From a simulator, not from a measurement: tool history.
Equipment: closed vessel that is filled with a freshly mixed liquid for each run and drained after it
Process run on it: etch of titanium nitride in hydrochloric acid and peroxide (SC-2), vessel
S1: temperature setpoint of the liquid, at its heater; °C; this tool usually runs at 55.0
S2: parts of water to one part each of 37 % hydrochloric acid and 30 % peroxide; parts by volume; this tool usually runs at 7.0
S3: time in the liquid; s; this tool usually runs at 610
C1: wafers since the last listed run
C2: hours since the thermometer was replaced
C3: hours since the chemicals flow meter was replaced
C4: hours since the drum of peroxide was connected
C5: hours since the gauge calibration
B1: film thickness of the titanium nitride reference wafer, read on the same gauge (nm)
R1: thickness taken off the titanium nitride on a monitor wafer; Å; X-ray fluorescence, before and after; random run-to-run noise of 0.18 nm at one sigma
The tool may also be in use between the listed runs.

Run 1, day 0.000: usual settings but S2 4.5 parts by volume; C1 0; C2 1194.4; C3 133.0; C4 346.4; C5 726.5; B1 140.02. Result: R1 329.8 Å.
Run 2, day 4.233: usual settings but S1 58.5 °C; C1 8464; C2 1296.0; C3 234.6; C4 448.0; C5 828.1; B1 140.01. Result: R1 295.9 Å.
Run 3, day 6.946: usual settings but S1 58.5 °C; C1 5423; C2 1361.1; C3 299.7; C4 513.1; C5 893.2; B1 139.99. Result: R1 294.5 Å.
Run 4, day 10.317: usual settings but S1 58.5 °C; C1 6740; C2 1442.0; C3 380.6; C4 594.0; C5 974.1; B1 139.99. Result: R1 291.5 Å.
Run 5, day 14.371: usual settings; C1 8106; C2 1539.3; C3 477.9; C4 691.3; C5 1071.4; B1 140.03. Result: R1 232.7 Å.
Run 6, day 16.146: usual settings; C1 3549; C2 1581.9; C3 520.5; C4 733.9; C5 1114.0; B1 139.97. Result: R1 232.5 Å.
Run 7, day 18.704: usual settings; C1 5115; C2 1643.3; C3 581.9; C4 795.3; C5 1175.4; B1 140.04. Result: R1 230.1 Å.
Run 8, day 22.354: usual settings but S1 62.0 °C; C1 7298; C2 1730.9; C3 669.5; C4 882.9; C5 1263.0; B1 140.03. Result: R1 358.0 Å.
At day 23.321: chemicals flow meter replaced.
At day 24.712: new drum of peroxide connected.
Run 9, day 26.592: usual settings but S1 61.5 °C, S3 730 s; C1 8306; C2 1832.6; C3 78.5; C4 45.1; C5 1364.7; B1 139.98. Result: R1 444.3 Å.
Run 10, day 30.150: usual settings; C1 7115; C2 1918.0; C3 163.9; C4 130.5; C5 1450.1; B1 140.01. Result: R1 240.3 Å.
Run 11, day 33.692: usual settings; C1 7081; C2 2003.0; C3 248.9; C4 215.5; C5 1535.1; B1 139.95. Result: R1 237.0 Å.
Run 12, day 35.658: usual settings; C1 3932; C2 2050.2; C3 296.1; C4 262.7; C5 1582.3; B1 140.03. Result: R1 237.9 Å.
Run 13, day 38.762: usual settings; C1 6207; C2 2124.7; C3 370.6; C4 337.2; C5 1656.8; B1 139.99. Result: R1 235.2 Å.
At day 41.092: gauge calibrated.
Run 14, day 42.300: usual settings; C1 7073; C2 2209.6; C3 455.5; C4 422.1; C5 29.0; B1 139.96. Result: R1 233.3 Å.
Run 15, day 44.150: usual settings but S2 9.5 parts by volume; C1 3699; C2 2254.0; C3 499.9; C4 466.5; C5 73.4; B1 139.97. Result: R1 181.6 Å.

Run 16 comes next. What will it give?
Run 16, day 45.783: usual settings but S2 9.0 parts by volume; C1 3265; C2 2293.2; C3 539.1; C4 505.7; C5 112.6; B1 ?. Result: R1 ?.

B1: 139.94
R1: 192.6 Å
Were there no unlogged condition in the tool, this run, its random variation unchanged, would have produced R1 202.2 Å.
